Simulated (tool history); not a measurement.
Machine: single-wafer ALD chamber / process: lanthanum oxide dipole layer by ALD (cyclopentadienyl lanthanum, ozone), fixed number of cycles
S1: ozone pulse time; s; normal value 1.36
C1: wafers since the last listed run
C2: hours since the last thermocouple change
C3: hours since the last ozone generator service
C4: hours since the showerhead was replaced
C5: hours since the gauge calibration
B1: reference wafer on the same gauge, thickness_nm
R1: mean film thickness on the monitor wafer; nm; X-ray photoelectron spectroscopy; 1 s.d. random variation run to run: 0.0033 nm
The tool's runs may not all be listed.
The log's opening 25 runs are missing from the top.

| run | hour | S1 | C1 | C2 | C3 | C4 | C5 | B1 | R1 |
|---|---|---|---|---|---|---|---|---|---|
| 26 | 2418.5 | 1.36 | 703 | 923.4 | 300.3 | 2962.1 | 750.1 | 0.527 | 0.551 |
|  | 2495.8 | showerhead replaced |
| 27 | 2712.9 | 1.14 | 3436 | 1217.8 | 594.7 | 217.1 | 1044.5 | 0.527 | 0.488 |
|  | 2850.1 | ozone generator serviced |
| 28 | 2996.4 | 1.73 | 3305 | 1501.3 | 146.3 | 500.6 | 1328 | 0.527 | 0.59 |
| 29 | 3047.6 | 1.77 | 614 | 1552.5 | 197.5 | 551.8 | 1379.2 | 0.526 | 0.592 |
| 30 | 3125.9 | 0.94 | 939 | 1630.8 | 275.8 | 630.1 | 1457.5 | 0.529 | 0.489 |
| 31 | 3200.1 | 1.56 | 890 | 1705 | 350 | 704.3 | 1531.7 | 0.526 | 0.574 |
| 32 | 3268.7 | 1.36 | 823 | 1773.6 | 418.6 | 772.9 | 1600.3 | 0.528 | 0.552 |
| 33 | 3313 | 1.7 | 531 | 1817.9 | 462.9 | 817.2 | 1644.6 | 0.527 | 0.575 |
| 34 | 3385.3 | 1.52 | 867 | 1890.2 | 535.2 | 889.5 | 1716.9 | 0.527 | 0.558 |

Alternative continuations, all from the tool just after run 34; predict every row:
| A | 3385.7 | 1.36 | 4 | 1890.6 | 535.6 | 889.9 | 1717.3 | ? | ? |
| B | 3385.7 | 1.57 | 4 | 1890.6 | 535.6 | 889.9 | 1717.3 | ? | ? |
| C | 3385.7 | 1.21 | 4 | 1890.6 | 535.6 | 889.9 | 1717.3 | ? | ? |

| run | B1 | R1 |
|---|---|---|
| A | 0.527 | 0.545 |
| B | 0.527 | 0.568 |
| C | 0.527 | 0.522 |
Stripped of hidden state, with their random variation kept, the same runs would have yielded:
| run | R1 |
|---|---|
| A | 0.572 |
| B | 0.588 |
| C | 0.555 |
